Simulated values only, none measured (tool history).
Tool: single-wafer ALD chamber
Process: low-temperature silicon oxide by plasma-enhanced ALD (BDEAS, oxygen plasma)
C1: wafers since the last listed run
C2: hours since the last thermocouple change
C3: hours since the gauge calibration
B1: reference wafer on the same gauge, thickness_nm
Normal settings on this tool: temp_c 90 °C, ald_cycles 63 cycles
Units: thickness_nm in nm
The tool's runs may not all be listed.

run 1 hour=0 | temp_c=96 ald_cycles=56 | C1=0 C2=2405.8 C3=229.7 | B1=8.468 | thickness_nm=8.601
run 2 hour=12.8 | temp_c=90 ald_cycles=53 | C1=64 C2=2418.6 C3=242.5 | B1=8.469 | thickness_nm=8.311
run 3 hour=32.3 | temp_c=90 ald_cycles=63 | C1=98 C2=2438.1 C3=262 | B1=8.476 | thickness_nm=9.948
run 4 hour=55.4 | temp_c=90 ald_cycles=63 | C1=116 C2=2461.2 C3=285.1 | B1=8.481 | thickness_nm=9.949
run 5 hour=69.1 | temp_c=85 ald_cycles=58 | C1=68 C2=2474.9 C3=298.8 | B1=8.493 | thickness_nm=9.324
run 6 hour=97.3 | temp_c=85 ald_cycles=58 | C1=141 C2=2503.1 C3=327 | B1=8.503 | thickness_nm=9.342
run 7 hour=131.7 | temp_c=85 ald_cycles=58 | C1=172 C2=2537.5 C3=361.4 | B1=8.51 | thickness_nm=9.337
run 8 hour=156.3 | temp_c=102 ald_cycles=55 | C1=123 C2=2562.1 C3=386 | B1=8.521 | thickness_nm=8.356
run 9 hour=181 | temp_c=102 ald_cycles=55 | C1=124 C2=2586.8 C3=410.7 | B1=8.526 | thickness_nm=8.385
run 10 hour=201.3 | temp_c=90 ald_cycles=63 | C1=102 C2=2607.1 C3=431 | B1=8.536 | thickness_nm=9.995
run 11 hour=235.5 | temp_c=90 ald_cycles=63 | C1=171 C2=2641.3 C3=465.2 | B1=8.547 | thickness_nm=9.975
run 12 hour=255.9 | temp_c=82 ald_cycles=58 | C1=102 C2=2661.7 C3=485.6 | B1=8.553 | thickness_nm=9.532
-- hour=265 gauge calibrated
run 13 hour=269.7 | temp_c=82 ald_cycles=58 | C1=69 C2=2675.5 C3=4.7 | B1=8.394 | thickness_nm=9.359
-- hour=287.6 thermocouple changed; heater temperature recalibrated
run 14 hour=288.1 | temp_c=90 ald_cycles=63 | C1=52 C2=0.5 C3=23.1 | B1=8.404 | thickness_nm=9.774
run 15 hour=315.3 | temp_c=75 ald_cycles=63 | C1=136 C2=27.7 C3=50.3 | B1=8.411 | thickness_nm=10.465
run 16 hour=328.2 | temp_c=90 ald_cycles=71 | C1=64 C2=40.6 C3=63.2 | B1=8.412 | thickness_nm=11.097
run 17 hour=357.9 | temp_c=100 ald_cycles=54 | C1=149 C2=70.3 C3=92.9 | B1=8.425 | thickness_nm=8.131
run 18 hour=390.9 | temp_c=90 ald_cycles=63 | C1=165 C2=103.3 C3=125.9 | B1=8.44 | thickness_nm=9.872
run 19 hour=410.6 | temp_c=90 ald_cycles=73 | C1=99 C2=123 C3=145.6 | B1=8.443 | thickness_nm=11.471
run 20 hour=427.8 | temp_c=90 ald_cycles=63 | C1=86 C2=140.2 C3=162.8 | B1=8.448 | thickness_nm=9.83
run 21 hour=448 | temp_c=82 ald_cycles=63 | C1=101 C2=160.4 C3=183 | B1=8.452 | thickness_nm=10.229
run 22 hour=537.2 | temp_c=90 ald_cycles=63 | C1=448 C2=249.6 C3=272.2 | B1=8.482 | thickness_nm=9.962
run 23 hour=550.4 | temp_c=98 ald_cycles=63 | C1=66 C2=262.8 C3=285.4 | B1=8.49 | thickness_nm=9.62
run 24 hour=568.9 | temp_c=82 ald_cycles=67 | C1=92 C2=281.3 C3=303.9 | B1=8.498 | thickness_nm=10.949
run 25 hour=599.1 | temp_c=80 ald_cycles=63 | C1=151 C2=311.5 C3=334.1 | B1=8.508 | thickness_nm=10.289
run 26 hour=628 | temp_c=81 ald_cycles=56 | C1=145 C2=340.4 C3=363 | B1=8.515 | thickness_nm=9.203
run 27 hour=650.3 | temp_c=100 ald_cycles=58 | C1=112 C2=362.7 C3=385.3 | B1=8.523 | thickness_nm=8.84
run 28 hour=674.6 | temp_c=90 ald_cycles=63 | C1=122 C2=387 C3=409.6 | B1=8.535 | thickness_nm=9.954

3 options for the next run, each taken on its own from the tool as it stands now. Forecast them:
run A hour=675.1 | temp_c=90 ald_cycles=69 | C1=2 C2=387.5 C3=410.1 | B1=? | thickness_nm=?
run B hour=675.1 | temp_c=82 ald_cycles=54 | C1=2 C2=387.5 C3=410.1 | B1=? | thickness_nm=?
run C hour=675.1 | temp_c=101 ald_cycles=56 | C1=2 C2=387.5 C3=410.1 | B1=? | thickness_nm=?

run=A B1=8.53 thickness_nm=10.943
run=B B1=8.53 thickness_nm=8.836
run=C B1=8.53 thickness_nm=8.532
With the hidden condition removed and each run's random variation left untouched, the same runs would have given:
run=A thickness_nm=10.761
run=B thickness_nm=8.689
run=C thickness_nm=8.391
